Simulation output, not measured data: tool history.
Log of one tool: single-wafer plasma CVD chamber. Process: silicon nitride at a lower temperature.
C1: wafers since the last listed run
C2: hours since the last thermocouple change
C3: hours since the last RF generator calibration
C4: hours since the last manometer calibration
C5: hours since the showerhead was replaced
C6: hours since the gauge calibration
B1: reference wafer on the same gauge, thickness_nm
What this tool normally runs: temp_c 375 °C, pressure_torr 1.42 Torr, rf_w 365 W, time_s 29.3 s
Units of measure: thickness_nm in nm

{"run": 1, "hour": 0.0, "temp_c": 375, "pressure_torr": 1.42, "rf_w": 365, "time_s": 29.3, "C1": 0, "C2": 942.3, "C3": 805.2, "C4": 1780.7, "C5": 2358.2, "C6": 187.9, "B1": 41.905, "thickness_nm": 36.877}
{"run": 2, "hour": 17.5, "temp_c": 375, "pressure_torr": 1.42, "rf_w": 365, "time_s": 29.3, "C1": 471, "C2": 959.8, "C3": 822.7, "C4": 1798.2, "C5": 2375.7, "C6": 205.4, "B1": 41.897, "thickness_nm": 36.886}
{"run": 3, "hour": 33.6, "temp_c": 375, "pressure_torr": 1.2, "rf_w": 365, "time_s": 29.3, "C1": 434, "C2": 975.9, "C3": 838.8, "C4": 1814.3, "C5": 2391.8, "C6": 221.5, "B1": 41.902, "thickness_nm": 35.103}
{"run": 4, "hour": 56.2, "temp_c": 375, "pressure_torr": 1.2, "rf_w": 365, "time_s": 29.3, "C1": 609, "C2": 998.5, "C3": 861.4, "C4": 1836.9, "C5": 2414.4, "C6": 244.1, "B1": 41.895, "thickness_nm": 35.125}
{"run": 5, "hour": 72.6, "temp_c": 375, "pressure_torr": 1.2, "rf_w": 365, "time_s": 29.3, "C1": 442, "C2": 1014.9, "C3": 877.8, "C4": 1853.3, "C5": 2430.8, "C6": 260.5, "B1": 41.9, "thickness_nm": 35.094}
{"run": 6, "hour": 106.3, "temp_c": 375, "pressure_torr": 1.42, "rf_w": 365, "time_s": 29.3, "C1": 908, "C2": 1048.6, "C3": 911.5, "C4": 1887.0, "C5": 2464.5, "C6": 294.2, "B1": 41.907, "thickness_nm": 36.785}
{"run": 7, "hour": 126.0, "temp_c": 375, "pressure_torr": 1.42, "rf_w": 365, "time_s": 29.3, "C1": 531, "C2": 1068.3, "C3": 931.2, "C4": 1906.7, "C5": 2484.2, "C6": 313.9, "B1": 41.896, "thickness_nm": 36.814}
{"run": 8, "hour": 155.5, "temp_c": 375, "pressure_torr": 1.42, "rf_w": 365, "time_s": 29.3, "C1": 795, "C2": 1097.8, "C3": 960.7, "C4": 1936.2, "C5": 2513.7, "C6": 343.4, "B1": 41.909, "thickness_nm": 36.763}
{"run": 9, "hour": 168.1, "temp_c": 380, "pressure_torr": 1.42, "rf_w": 350, "time_s": 29.3, "C1": 339, "C2": 1110.4, "C3": 973.3, "C4": 1948.8, "C5": 2526.3, "C6": 356.0, "B1": 41.891, "thickness_nm": 35.592}
{"run": 10, "hour": 199.8, "temp_c": 375, "pressure_torr": 1.42, "rf_w": 365, "time_s": 29.3, "C1": 854, "C2": 1142.1, "C3": 1005.0, "C4": 1980.5, "C5": 2558.0, "C6": 387.7, "B1": 41.902, "thickness_nm": 36.692}
{"run": 11, "hour": 232.8, "temp_c": 375, "pressure_torr": 1.42, "rf_w": 365, "time_s": 29.3, "C1": 889, "C2": 1175.1, "C3": 1038.0, "C4": 2013.5, "C5": 2591.0, "C6": 420.7, "B1": 41.895, "thickness_nm": 36.608}
{"run": 12, "hour": 259.9, "temp_c": 371, "pressure_torr": 1.42, "rf_w": 365, "time_s": 29.3, "C1": 730, "C2": 1202.2, "C3": 1065.1, "C4": 2040.6, "C5": 2618.1, "C6": 447.8, "B1": 41.895, "thickness_nm": 36.715}

The next listed run, before its measurement:
{"run": 13, "hour": 290.3, "temp_c": 367, "pressure_torr": 1.42, "rf_w": 365, "time_s": 26.5, "C1": 819, "C2": 1232.6, "C3": 1095.5, "C4": 2071.0, "C5": 2648.5, "C6": 478.2, "B1": "?", "thickness_nm": "?"}

Run 13 came out at B1 41.911, thickness_nm 33.084 nm.
On a tool with no hidden condition, and with the same random variation, this run would have come out at thickness_nm 34.501 nm.

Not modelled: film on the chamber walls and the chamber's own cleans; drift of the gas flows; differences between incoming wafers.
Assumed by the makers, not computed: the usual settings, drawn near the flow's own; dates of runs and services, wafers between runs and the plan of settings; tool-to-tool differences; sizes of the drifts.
